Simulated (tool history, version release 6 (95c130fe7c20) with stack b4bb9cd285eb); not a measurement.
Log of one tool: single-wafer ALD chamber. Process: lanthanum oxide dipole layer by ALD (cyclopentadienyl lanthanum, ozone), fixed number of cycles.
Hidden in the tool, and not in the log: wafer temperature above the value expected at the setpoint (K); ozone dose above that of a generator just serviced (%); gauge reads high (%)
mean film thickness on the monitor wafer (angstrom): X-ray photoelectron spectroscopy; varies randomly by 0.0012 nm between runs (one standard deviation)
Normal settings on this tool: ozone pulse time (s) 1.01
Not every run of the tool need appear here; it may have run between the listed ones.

run	day	ozone pulse time (s)	wafers since the last listed run	hours since the last thermocouple change	hours since the last ozone generator service	hours since the showerhead was replaced	hours since the gauge calibration	read-back reference wafer on the same gauge, thickness_nm	mean film thickness on the monitor wafer (angstrom)
1	0	0.85	0	1854.4	509.6	4893.9	433.9	0.439	4.34
2	1.933	0.85	507	1900.8	556	4940.3	480.3	0.438	4.36
3	3.175	0.8	325	1930.6	585.8	4970.1	510.1	0.437	4.1
4	5.262	1.19	547	1980.7	635.9	5020.2	560.2	0.438	5.25
# day 9.883: ozone generator serviced
5	13.871	1.19	2171	2187.3	95.7	5226.8	766.8	0.438	5.29
6	14.938	1.19	279	2212.9	121.3	5252.4	792.4	0.438	5.28
7	16.183	1.01	326	2242.8	151.2	5282.3	822.3	0.439	4.95
# day 22.633: showerhead replaced
8	22.746	1.01	1634	2400.3	308.7	2.7	979.8	0.437	4.95
9	25.021	1.01	597	2454.9	363.3	57.3	1034.4	0.438	4.93
10	27.896	1.17	754	2523.9	432.3	126.3	1103.4	0.438	5.25
11	30.262	1.17	621	2580.7	489.1	183.1	1160.2	0.438	5.26
12	32.204	1.19	509	2627.3	535.7	229.7	1206.8	0.438	5.26
13	34.012	1.4	474	2670.7	579.1	273.1	1250.2	0.438	5.5
14	35.525	1.13	396	2707	615.4	309.4	1286.5	0.437	5.19
15	37.254	1.01	453	2748.5	656.9	350.9	1328	0.438	4.89
# day 38.267: gauge calibrated
# day 40.617: thermocouple changed; heater temperature recalibrated
16	41.021	0.69	901	9.7	747.3	441.3	66.1	0.438	3.38
# day 42.667: ozone generator serviced
17	44.538	1.36	835	94.1	44.9	525.7	150.5	0.438	5.49
18	46.896	1.01	618	150.7	101.5	582.3	207.1	0.438	4.95
19	47.925	1.19	270	175.4	126.2	607	231.8	0.438	5.29
20	50.312	0.73	626	232.7	183.5	664.3	289.1	0.438	3.73
21	51.758	1.35	379	267.4	218.2	699	323.8	0.437	5.48
22	53.438	1.21	440	307.7	258.5	739.3	364.1	0.438	5.32

Consider 3 possible next runs. They are alternatives, not a sequence: every one starts from the tool as it was left by run 22. What does each give?
A	53.454	1.01	4	308.1	258.9	739.7	364.5	?	?
B	53.454	0.68	4	308.1	258.9	739.7	364.5	?	?
C	53.454	1.18	4	308.1	258.9	739.7	364.5	?	?

run	read-back reference wafer on the same gauge, thickness_nm	mean film thickness on the monitor wafer (angstrom)
A	0.438	4.94
B	0.438	3.37
C	0.438	5.27
Stripped of hidden state, with their random variation kept, the same runs would have yielded:
run	mean film thickness on the monitor wafer (angstrom)
A	4.95
B	3.38
C	5.28
